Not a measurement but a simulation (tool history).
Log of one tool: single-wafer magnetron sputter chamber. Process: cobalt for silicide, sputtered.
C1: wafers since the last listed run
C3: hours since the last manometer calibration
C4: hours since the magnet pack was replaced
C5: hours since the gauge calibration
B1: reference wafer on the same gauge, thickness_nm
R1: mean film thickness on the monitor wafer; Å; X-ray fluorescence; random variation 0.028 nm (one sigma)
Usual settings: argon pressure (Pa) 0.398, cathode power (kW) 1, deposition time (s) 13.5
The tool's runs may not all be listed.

run 1 day=0 | argon_pressure_(Pa)=0.398 cathode_power_(kW)=1 deposition_time_(s)=13.5 | C1=0 wafers_on_the_sputter_target=2663 C3=964.3 C4=8620.9 C5=247.7 | B1=7.88 | R1=67.04
run 2 day=0.921 | argon_pressure_(Pa)=0.398 cathode_power_(kW)=1 deposition_time_(s)=13.5 | C1=768 wafers_on_the_sputter_target=3431 C3=986.4 C4=8643 C5=269.8 | B1=7.877 | R1=67.24
run 3 day=1.942 | argon_pressure_(Pa)=0.398 cathode_power_(kW)=1 deposition_time_(s)=13.5 | C1=851 wafers_on_the_sputter_target=4283 C3=1010.9 C4=8667.5 C5=294.3 | B1=7.881 | R1=67.34
run 4 day=2.492 | argon_pressure_(Pa)=0.398 cathode_power_(kW)=1 deposition_time_(s)=13.5 | C1=458 wafers_on_the_sputter_target=4742 C3=1024.1 C4=8680.7 C5=307.5 | B1=7.886 | R1=67.08
run 5 day=3.2 | argon_pressure_(Pa)=0.34 cathode_power_(kW)=1 deposition_time_(s)=15.3 | C1=591 wafers_on_the_sputter_target=5333 C3=1041.1 C4=8697.7 C5=324.5 | B1=7.869 | R1=77.14
-- day=3.642 sputter target and shields replaced
run 6 day=4.412 | argon_pressure_(Pa)=0.34 cathode_power_(kW)=1 deposition_time_(s)=15.3 | C1=733 wafers_on_the_sputter_target=643 C3=1070.2 C4=8726.8 C5=353.6 | B1=7.881 | R1=78.66
run 7 day=5.85 | argon_pressure_(Pa)=0.34 cathode_power_(kW)=1 deposition_time_(s)=15.3 | C1=1199 wafers_on_the_sputter_target=1843 C3=1104.7 C4=8761.3 C5=388.1 | B1=7.875 | R1=78.29
run 8 day=6.567 | argon_pressure_(Pa)=0.398 cathode_power_(kW)=1 deposition_time_(s)=13.5 | C1=598 wafers_on_the_sputter_target=2441 C3=1121.9 C4=8778.5 C5=405.3 | B1=7.887 | R1=66.56
run 9 day=7.221 | argon_pressure_(Pa)=0.398 cathode_power_(kW)=1 deposition_time_(s)=13.5 | C1=545 wafers_on_the_sputter_target=2987 C3=1137.6 C4=8794.2 C5=421 | B1=7.891 | R1=67.03
run 10 day=7.9 | argon_pressure_(Pa)=0.398 cathode_power_(kW)=1 deposition_time_(s)=13.5 | C1=566 wafers_on_the_sputter_target=3554 C3=1153.9 C4=8810.5 C5=437.3 | B1=7.881 | R1=66.31
run 11 day=8.875 | argon_pressure_(Pa)=0.398 cathode_power_(kW)=1 deposition_time_(s)=13.5 | C1=813 wafers_on_the_sputter_target=4367 C3=1177.3 C4=8833.9 C5=460.7 | B1=7.878 | R1=66.91
-- day=10.804 sputter target and shields replaced
run 12 day=12.712 | argon_pressure_(Pa)=0.398 cathode_power_(kW)=1 deposition_time_(s)=13.5 | C1=2924 wafers_on_the_sputter_target=1593 C3=1269.4 C4=8926 C5=552.8 | B1=7.885 | R1=67.66
-- day=13.162 capacitance manometer re-zeroed and calibrated
run 13 day=13.283 | argon_pressure_(Pa)=0.398 cathode_power_(kW)=1 deposition_time_(s)=13.5 | C1=198 wafers_on_the_sputter_target=1792 C3=2.9 C4=8939.7 C5=566.5 | B1=7.885 | R1=67.15
run 14 day=13.846 | argon_pressure_(Pa)=0.398 cathode_power_(kW)=1 deposition_time_(s)=13.5 | C1=469 wafers_on_the_sputter_target=2261 C3=16.4 C4=8953.2 C5=580 | B1=7.873 | R1=66.83
-- day=14.192 magnet pack replaced
run 15 day=14.488 | argon_pressure_(Pa)=0.398 cathode_power_(kW)=1 deposition_time_(s)=13.5 | C1=257 wafers_on_the_sputter_target=2518 C3=31.8 C4=7.1 C5=595.4 | B1=7.883 | R1=67.32
run 16 day=15.854 | argon_pressure_(Pa)=0.398 cathode_power_(kW)=1 deposition_time_(s)=13.5 | C1=1140 wafers_on_the_sputter_target=3659 C3=64.6 C4=39.9 C5=628.2 | B1=7.883 | R1=66.39
run 17 day=16.992 | argon_pressure_(Pa)=0.349 cathode_power_(kW)=1 deposition_time_(s)=13.5 | C1=949 wafers_on_the_sputter_target=4608 C3=91.9 C4=67.2 C5=655.5 | B1=7.88 | R1=68.32
run 18 day=17.808 | argon_pressure_(Pa)=0.398 cathode_power_(kW)=1.05 deposition_time_(s)=13.5 | C1=681 wafers_on_the_sputter_target=5289 C3=111.5 C4=86.8 C5=675.1 | B1=7.88 | R1=69.67
-- day=18.217 sputter target and shields replaced
run 19 day=18.4 | argon_pressure_(Pa)=0.254 cathode_power_(kW)=1.25 deposition_time_(s)=11.4 | C1=215 wafers_on_the_sputter_target=151 C3=125.7 C4=101 C5=689.3 | B1=7.881 | R1=73.62
run 20 day=19.192 | argon_pressure_(Pa)=0.512 cathode_power_(kW)=1.15 deposition_time_(s)=15 | C1=660 wafers_on_the_sputter_target=812 C3=144.7 C4=120 C5=708.3 | B1=7.874 | R1=81.51
run 21 day=20.608 | argon_pressure_(Pa)=0.259 cathode_power_(kW)=1.15 deposition_time_(s)=12.5 | C1=1182 wafers_on_the_sputter_target=1994 C3=178.7 C4=154 C5=742.3 | B1=7.881 | R1=73.87
run 22 day=21.204 | argon_pressure_(Pa)=0.292 cathode_power_(kW)=1 deposition_time_(s)=13.5 | C1=497 wafers_on_the_sputter_target=2491 C3=193 C4=168.3 C5=756.6 | B1=7.883 | R1=69.93
-- day=22.054 gauge calibrated
run 23 day=22.567 | argon_pressure_(Pa)=0.398 cathode_power_(kW)=1 deposition_time_(s)=13.5 | C1=1136 wafers_on_the_sputter_target=3628 C3=225.7 C4=201 C5=12.3 | B1=7.884 | R1=66.82
run 24 day=23.717 | argon_pressure_(Pa)=0.398 cathode_power_(kW)=1 deposition_time_(s)=14.7 | C1=959 wafers_on_the_sputter_target=4588 C3=253.3 C4=228.6 C5=39.9 | B1=7.886 | R1=72.66
-- day=25.104 sputter target and shields replaced
run 25 day=25.2 | argon_pressure_(Pa)=0.398 cathode_power_(kW)=1 deposition_time_(s)=13.5 | C1=959 wafers_on_the_sputter_target=80 C3=288.9 C4=264.2 C5=75.5 | B1=7.876 | R1=67.98
run 26 day=25.912 | argon_pressure_(Pa)=0.489 cathode_power_(kW)=1 deposition_time_(s)=16 | C1=594 wafers_on_the_sputter_target=675 C3=306 C4=281.3 C5=92.6 | B1=7.881 | R1=78.15
run 27 day=27.612 | argon_pressure_(Pa)=0.398 cathode_power_(kW)=1 deposition_time_(s)=13.5 | C1=1418 wafers_on_the_sputter_target=2094 C3=346.8 C4=322.1 C5=133.4 | B1=7.882 | R1=67.01
run 28 day=28.279 | argon_pressure_(Pa)=0.481 cathode_power_(kW)=1.15 deposition_time_(s)=12.5 | C1=556 wafers_on_the_sputter_target=2650 C3=362.8 C4=338.1 C5=149.4 | B1=7.884 | R1=67.8
run 29 day=29 | argon_pressure_(Pa)=0.398 cathode_power_(kW)=1 deposition_time_(s)=14.5 | C1=601 wafers_on_the_sputter_target=3251 C3=380.1 C4=355.4 C5=166.7 | B1=7.881 | R1=71.51
run 30 day=29.708 | argon_pressure_(Pa)=0.52 cathode_power_(kW)=1.2 deposition_time_(s)=15.1 | C1=591 wafers_on_the_sputter_target=3842 C3=397.1 C4=372.4 C5=183.7 | B1=7.882 | R1=82.3
run 31 day=30.958 | argon_pressure_(Pa)=0.473 cathode_power_(kW)=1 deposition_time_(s)=15.4 | C1=1043 wafers_on_the_sputter_target=4886 C3=427.1 C4=402.4 C5=213.7 | B1=7.878 | R1=73.94
run 32 day=32.029 | argon_pressure_(Pa)=0.398 cathode_power_(kW)=1 deposition_time_(s)=13.5 | C1=893 wafers_on_the_sputter_target=5779 C3=452.8 C4=428.1 C5=239.4 | B1=7.881 | R1=66.47
-- day=32.521 sputter target and shields replaced
run 33 day=32.954 | argon_pressure_(Pa)=0.331 cathode_power_(kW)=1 deposition_time_(s)=15.7 | C1=493 wafers_on_the_sputter_target=362 C3=475 C4=450.3 C5=261.6 | B1=7.874 | R1=81.98
run 34 day=34.275 | argon_pressure_(Pa)=0.324 cathode_power_(kW)=1.25 deposition_time_(s)=13.5 | C1=1102 wafers_on_the_sputter_target=1464 C3=506.7 C4=482 C5=293.3 | B1=7.882 | R1=83.51
run 35 day=35.275 | argon_pressure_(Pa)=0.326 cathode_power_(kW)=1.2 deposition_time_(s)=13.5 | C1=834 wafers_on_the_sputter_target=2298 C3=530.7 C4=506 C5=317.3 | B1=7.883 | R1=80.34

4 ways to go on from here, each from the tool as it stands after run 35. What would each give?
run A day=35.292 | argon_pressure_(Pa)=0.398 cathode_power_(kW)=1 deposition_time_(s)=13.5 | C1=13 wafers_on_the_sputter_target=2312 C3=531.1 C4=506.4 C5=317.7 | B1=? | R1=?
run B day=35.292 | argon_pressure_(Pa)=0.398 cathode_power_(kW)=1 deposition_time_(s)=12 | C1=13 wafers_on_the_sputter_target=2312 C3=531.1 C4=506.4 C5=317.7 | B1=? | R1=?
run C day=35.292 | argon_pressure_(Pa)=0.488 cathode_power_(kW)=1 deposition_time_(s)=13.5 | C1=13 wafers_on_the_sputter_target=2312 C3=531.1 C4=506.4 C5=317.7 | B1=? | R1=?
run D day=35.292 | argon_pressure_(Pa)=0.515 cathode_power_(kW)=0.85 deposition_time_(s)=13.5 | C1=13 wafers_on_the_sputter_target=2312 C3=531.1 C4=506.4 C5=317.7 | B1=? | R1=?

run=A B1=7.878 R1=67.41
run=B B1=7.878 R1=59.92
run=C B1=7.878 R1=65.22
run=D B1=7.878 R1=56.59
Without the tool's hidden state the same runs would have given:
run=A R1=68.9
run=B R1=61.25
run=C R1=66.67
run=D R1=57.84
